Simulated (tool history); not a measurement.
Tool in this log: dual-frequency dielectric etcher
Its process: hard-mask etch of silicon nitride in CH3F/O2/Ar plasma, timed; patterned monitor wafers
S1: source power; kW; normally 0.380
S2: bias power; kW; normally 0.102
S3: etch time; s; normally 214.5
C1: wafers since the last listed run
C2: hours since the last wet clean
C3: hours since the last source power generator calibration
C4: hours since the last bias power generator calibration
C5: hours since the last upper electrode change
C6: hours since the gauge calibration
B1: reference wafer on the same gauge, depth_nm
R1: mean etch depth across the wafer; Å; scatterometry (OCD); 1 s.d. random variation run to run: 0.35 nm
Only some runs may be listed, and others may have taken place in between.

| run | hour | S1 | S2 | S3 | C1 | C2 | C3 | C4 | C5 | C6 | B1 | R1 |
|---|---|---|---|---|---|---|---|---|---|---|---|---|
| 1 | 0.0 | 0.380 | 0.102 | 214.5 | 0 | 268.4 | 3021.4 | 1795.9 | 4398.7 | 76.9 | 179.1 | 1499 |
| 2 | 26.5 | 0.380 | 0.102 | 214.5 | 220 | 294.9 | 3047.9 | 1822.4 | 4425.2 | 103.4 | 179.0 | 1509 |
| 3 | 56.0 | 0.380 | 0.102 | 214.5 | 245 | 324.4 | 3077.4 | 1851.9 | 4454.7 | 132.9 | 179.0 | 1504 |
| 4 | 70.3 | 0.380 | 0.102 | 214.5 | 119 | 338.7 | 3091.7 | 1866.2 | 4469.0 | 147.2 | 179.1 | 1505 |
| 5 | 142.5 | 0.310 | 0.111 | 214.5 | 601 | 410.9 | 3163.9 | 1938.4 | 4541.2 | 219.4 | 179.1 | 1440 |
| 6 | 177.8 | 0.380 | 0.102 | 214.5 | 294 | 446.2 | 3199.2 | 1973.7 | 4576.5 | 254.7 | 179.0 | 1505 |
| 7 | 210.2 | 0.380 | 0.102 | 214.5 | 269 | 478.6 | 3231.6 | 2006.1 | 4608.9 | 287.1 | 179.0 | 1509 |
| 8 | 239.8 | 0.380 | 0.102 | 214.5 | 246 | 508.2 | 3261.2 | 2035.7 | 4638.5 | 316.7 | 179.2 | 1500 |
|  | 284.0 | wet clean of the chamber |
| 9 | 284.5 | 0.380 | 0.095 | 214.5 | 172 | 0.5 | 3305.9 | 2080.4 | 4683.2 | 361.4 | 179.0 | 1468 |
|  | 311.7 | upper electrode replaced |
| 10 | 312.2 | 0.380 | 0.102 | 214.5 | 30 | 28.2 | 3333.6 | 2108.1 | 0.5 | 389.1 | 179.0 | 1508 |
| 11 | 322.5 | 0.380 | 0.102 | 214.5 | 85 | 38.5 | 3343.9 | 2118.4 | 10.8 | 399.4 | 178.9 | 1507 |
| 12 | 341.0 | 0.380 | 0.102 | 214.5 | 154 | 57.0 | 3362.4 | 2136.9 | 29.3 | 417.9 | 179.0 | 1509 |
|  | 355.9 | source power generator calibrated |
| 13 | 367.1 | 0.380 | 0.102 | 214.5 | 184 | 83.1 | 11.2 | 2163.0 | 55.4 | 444.0 | 179.0 | 1500 |
| 14 | 402.3 | 0.380 | 0.102 | 214.5 | 293 | 118.3 | 46.4 | 2198.2 | 90.6 | 479.2 | 179.0 | 1514 |
|  | 420.7 | gauge calibrated |
| 15 | 437.1 | 0.330 | 0.080 | 175.0 | 289 | 153.1 | 81.2 | 2233.0 | 125.4 | 16.4 | 179.1 | 1069 |
| 16 | 472.5 | 0.330 | 0.085 | 159.5 | 294 | 188.5 | 116.6 | 2268.4 | 160.8 | 51.8 | 178.9 | 990 |
| 17 | 497.7 | 0.380 | 0.102 | 259.5 | 209 | 213.7 | 141.8 | 2293.6 | 186.0 | 77.0 | 179.0 | 1819 |
| 18 | 524.0 | 0.460 | 0.094 | 172.0 | 219 | 240.0 | 168.1 | 2319.9 | 212.3 | 103.3 | 178.9 | 1260 |
|  | 552.2 | bias power generator calibrated |
| 19 | 552.7 | 0.450 | 0.091 | 196.0 | 205 | 268.7 | 196.8 | 0.5 | 241.0 | 132.0 | 179.0 | 1405 |
| 20 | 569.7 | 0.480 | 0.102 | 254.5 | 141 | 285.7 | 213.8 | 17.5 | 258.0 | 149.0 | 178.9 | 1950 |
| 21 | 592.8 | 0.310 | 0.077 | 196.5 | 192 | 308.8 | 236.9 | 40.6 | 281.1 | 172.1 | 178.9 | 1155 |

Run 22 comes next. What will it give?
| 22 | 627.5 | 0.380 | 0.102 | 214.5 | 289 | 343.5 | 271.6 | 75.3 | 315.8 | 206.8 | ? | ? |

{"run 22": {"B1": 179.0, "R1": 1500}}
With the hidden condition absent and the run-to-run variation left alone, this run would have shown R1 1500 Å.
